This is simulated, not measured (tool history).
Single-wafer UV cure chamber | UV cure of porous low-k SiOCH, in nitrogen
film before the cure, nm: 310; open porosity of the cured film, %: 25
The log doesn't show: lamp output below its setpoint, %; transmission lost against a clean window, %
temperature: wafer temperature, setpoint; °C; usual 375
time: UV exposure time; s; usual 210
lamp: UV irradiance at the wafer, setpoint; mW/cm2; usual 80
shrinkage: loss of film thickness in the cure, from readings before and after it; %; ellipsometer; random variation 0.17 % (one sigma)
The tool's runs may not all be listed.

run,day,temperature,time,lamp,wafers since the last listed run,hours since the UV bulbs were replaced,wafers since the quartz window was cleaned,shrinkage
1,0,375,210,80,0,1620.4,562,10.199
2,1.492,375,210,80,351,1656.2,913,10.651
3,2.067,375,210,80,135,1670,1049,10.514
4,2.692,375,210,80,147,1685,1196,10.271
5,4.029,375,210,80,315,1717.1,1511,10.338
6,5.483,375,210,80,342,1752,1854,10.177
7,6.342,375,185,80,202,1772.6,2056,9.367
8,7.517,375,185,80,276,1800.8,2333,9.543
9,8.238,375,210,80,169,1818.1,2503,10.003
10,8.921,375,210,80,161,1834.5,2664,10.462
11,9.892,375,210,80,228,1857.8,2893,10.324
12,10.533,375,210,80,151,1873.2,3044,10.097
13,11.038,375,210,80,118,1885.3,3163,10.256
14,12.433,375,315,62,328,1918.8,3492,10.838
15,12.95,360,305,114,121,1931.2,3613,13.271
16,13.808,375,210,80,202,1951.8,3816,9.99
17,14.475,394,155,114,157,1967.8,3973,10.769
18,15.142,375,245,80,157,1983.8,4130,10.666
19,16.279,375,210,117,268,2011.1,4398,12.182
20,17.283,375,210,119,236,2035.2,4635,11.605
# day 17.804: quartz window cleaned
# day 18.75: UV bulbs replaced
21,18.771,375,210,108,193,0.5,148,12.93
22,19.762,375,130,91,233,24.3,382,9.767
23,20.775,383,280,93,238,48.6,621,13.978
24,21.662,362,305,67,209,69.9,830,12.279
25,22.767,375,210,80,260,96.4,1090,11.803
26,23.621,375,210,116,201,116.9,1291,13.111
27,24.392,359,140,100,181,135.4,1473,10.373

5 ways to go on from here, each from the tool as it stands after run 27. What would each give?
A,24.408,356,210,80,3,135.8,1477,?
B,24.408,375,210,118,3,135.8,1477,?
C,24.408,375,300,43,3,135.8,1477,?
D,24.408,375,95,61,3,135.8,1477,?
E,24.408,363,285,94,3,135.8,1477,?

run,shrinkage
A,11.092
B,13.458
C,10.199
D,6.512
E,13.599
Without the tool's hidden state the same runs would have given:
run,shrinkage
A,11.314
B,13.69
C,10.417
D,6.705
E,13.832
